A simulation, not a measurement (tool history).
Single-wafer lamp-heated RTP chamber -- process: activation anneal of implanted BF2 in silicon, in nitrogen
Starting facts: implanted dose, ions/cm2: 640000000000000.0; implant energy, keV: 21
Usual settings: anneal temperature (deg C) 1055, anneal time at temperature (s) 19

run	hour	anneal temperature (deg C)	anneal time at temperature (s)	read-back reference wafer on the same gauge, sheet resistance	sheet resistance of the implanted and annealed layer (ohm/square)
1	0.0	1055	16	213.95	192.28
2	7.0	1055	16	214.00	192.48
3	36.4	1055	16	214.05	192.52
4	49.4	1055	22	214.05	189.38
5	67.4	1055	19	214.04	190.58
6	84.2	1055	19	214.08	190.49
7	95.5	1055	19	213.99	191.08
8	104.0	1055	19	214.09	190.98
9	118.6	1055	19	213.96	190.83
10	127.1	1046	19	213.98	193.07
# hour 128.8: gauge calibrated
11	133.6	1046	19	214.10	193.52
# hour 151.1: reflector plate cleaned
# hour 152.0: pyrometer window cleaned and pyrometer calibrated
12	152.5	1046	26	214.01	194.27
13	161.1	1055	19	214.03	194.50
14	168.4	1083	19	213.96	187.77
15	176.9	1081	12	214.10	192.42
16	186.7	1025	19	213.97	205.12
17	194.1	1068	15	213.90	192.23
18	204.1	1047	28	213.89	192.46
19	212.1	1080	13	214.05	191.54
20	220.0	1055	16	214.14	194.72
21	235.3	1033	12	213.94	205.72
22	243.3	1055	19	214.03	193.22

Run-by-run hidden state of the tool:
wafer temperature error from the tarnished reflector plate, K: 0 across all the runs
gauge reads high (%): 0 across all the runs
H1: true wafer temperature minus pyrometer reading, K
run	H1
1	12
2	12
3	12.1
4	12.2
5	12.2
6	12.3
7	12.3
8	12.4
9	12.4
10	12.4
11	12.4
12	0.398
13	0.836
14	1.2
15	1.6
16	2.05
17	2.38
18	2.81
19	3.13
20	3.45
21	4.03
22	4.32
